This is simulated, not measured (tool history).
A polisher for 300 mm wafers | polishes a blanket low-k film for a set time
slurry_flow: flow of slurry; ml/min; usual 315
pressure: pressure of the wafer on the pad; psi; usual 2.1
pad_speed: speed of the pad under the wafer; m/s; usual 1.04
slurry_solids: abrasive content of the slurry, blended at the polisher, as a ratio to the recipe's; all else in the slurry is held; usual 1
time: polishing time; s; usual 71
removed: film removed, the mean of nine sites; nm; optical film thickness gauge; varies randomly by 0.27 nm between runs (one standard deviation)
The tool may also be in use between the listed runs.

run    hour  slurry_flow  pressure  pad_speed  slurry_solids  time  wafers since the last listed run  wafers polished on this pad  hours since the slurry nozzle was cleaned  hours since the head pressure was calibrated  hours since the slurry blender was calibrated  hours since the conditioning disc was replaced  incoming thickness of the incoming film, nm  removed
  1       0          315       2.1       1.04            1.2    71                                 0                         3920                                      177.8                                         748.4                                          493.9                                           351.3                                        331.3     36.5
         42  -- worn pad replaced by a new one
       54.1  -- slurry blender recalibrated
  2    61.8          315       2.1       1.04            1.2    71                               676                          215                                      239.6                                         810.2                                            7.7                                           413.1                                        327.8     39.5
  3      93          315       2.1       1.04            1.2    71                               378                          593                                      270.8                                         841.4                                           38.9                                           444.3                                        330.8     38.9
      127.5  -- conditioning disc replaced and pad reconditioned
  4   156.9          315       2.1       1.04              1    71                               750                         1344                                      334.7                                         905.3                                          102.8                                            29.4                                        323.5     35.1
  5   182.2          315       2.1       1.04              1    71                               306                         1651                                        360                                         930.6                                          128.1                                            54.7                                        332.9       35
  6   206.5          315       1.8       1.04              1    71                               294                         1946                                      384.3                                         954.9                                          152.4                                              79                                        331.5     31.9
  7   258.1          315       2.1       1.04              1    71                               625                         2572                                      435.9                                        1006.5                                            204                                           130.6                                          330     34.5
  8   307.3          315       2.1       1.04              1    71                               596                         3168                                      485.1                                        1055.7                                          253.2                                           179.8                                        327.6     34.5
  9   331.4          315       2.1       1.04              1    71                               292                         3461                                      509.2                                        1079.8                                          277.3                                           203.9                                        325.7       34
 10     376          315       1.5       0.72              1    83                               540                         4002                                      553.8                                        1124.4                                          321.9                                           248.5                                        327.5     27.5
      386.8  -- slurry nozzle cleaned
      434.5  -- head pressure recalibrated
 11   447.2          315       2.1       1.04              1    71                               827                         4829                                       60.4                                          12.7                                          393.1                                           319.7                                        330.1     34.1
      467.7  -- worn pad replaced by a new one
 12   517.4          260       1.8        1.2              1    71                               802                          603                                      130.6                                          82.9                                          463.3                                           389.9                                        331.7     32.1
      561.5  -- conditioning disc replaced and pad reconditioned
      598.4  -- slurry blender recalibrated
 13   684.2          315       2.1       1.04              1    71                              1974                         2577                                      297.4                                         249.7                                           85.8                                           122.7                                        334.2     34.8
 14   714.7          315       2.3       1.04              1    59                               369                         2947                                      327.9                                         280.2                                          116.3                                           153.2                                        330.3     30.7
 15   755.4          315       2.1       1.04              1    71                               493                         3441                                      368.6                                         320.9                                            157                                           193.9                                        325.3     34.5
 16   816.8          315       2.1       1.04              1    71                               744                         4186                                        430                                         382.3                                          218.4                                           255.3                                          330     34.5
      828.1  -- worn pad replaced by a new one
 17   872.2          315       2.1       1.04              1    71                               623                          535                                      485.4                                         437.7                                          273.8                                           310.7                                        334.1     34.4
 18   907.4          315       1.6       1.32            0.9    71                               426                          962                                      520.6                                         472.9                                            309                                           345.9                                          326     30.9
        951  -- slurry nozzle cleaned
 19   952.6          215       2.1       1.04              1    71                               536                         1498                                        1.6                                         518.1                                          354.2                                           391.1                                        325.4     32.7
     1077.3  -- slurry blender recalibrated
 20  1100.8          315       2.1       1.04            0.8    71                              1773                         3271                                      149.8                                         666.3                                           23.5                                           539.3                                          330     32.7
     1115.5  -- conditioning disc replaced and pad reconditioned
 21  1138.5          425       2.1       1.04              1    71                               433                         3704                                      187.5                                           704                                           61.2                                              23                                        330.8     36.4
 22  1197.9          395       2.1       1.04            0.8    49                               720                         4425                                      246.9                                         763.4                                          120.6                                            82.4                                        330.2     22.2
 23  1224.5          315       2.1       0.84              1    71                               322                         4747                                      273.5                                           790                                          147.2                                             109                                        329.7     31.3
       1248  -- worn pad replaced by a new one
 24  1272.4          315       2.1       1.22              1    51                               532                          296                                      321.4                                         837.9                                          195.1                                           156.9                                          327     26.3
 25  1339.9          265       2.1        0.7            1.1    92                               818                         1115                                      388.9                                         905.4                                          262.6                                           224.4                                          330     37.8

Forecast each of these 4 alternatives for the next run:
  A  1340.3          315       2.1       1.04              1    71                                 4                         1120                                      389.3                                         905.8                                            263                                           224.8                                        331.8        ?
  B  1340.3          315       2.1       0.74              1    71                                 4                         1120                                      389.3                                         905.8                                            263                                           224.8                                        331.8        ?
  C  1340.3          315       2.1       1.04              1    82                                 4                         1120                                      389.3                                         905.8                                            263                                           224.8                                        331.8        ?
  D  1340.3          315       2.1       1.04            0.8    90                                 4                         1120                                      389.3                                         905.8                                            263                                           224.8                                        331.8        ?

run  removed
  A     34.3
  B     29.5
  C     39.7
  D     39.1
With no hidden state in the tool, these same runs would have given:
run  removed
  A     36.7
  B     31.5
  C     42.4
  D       42
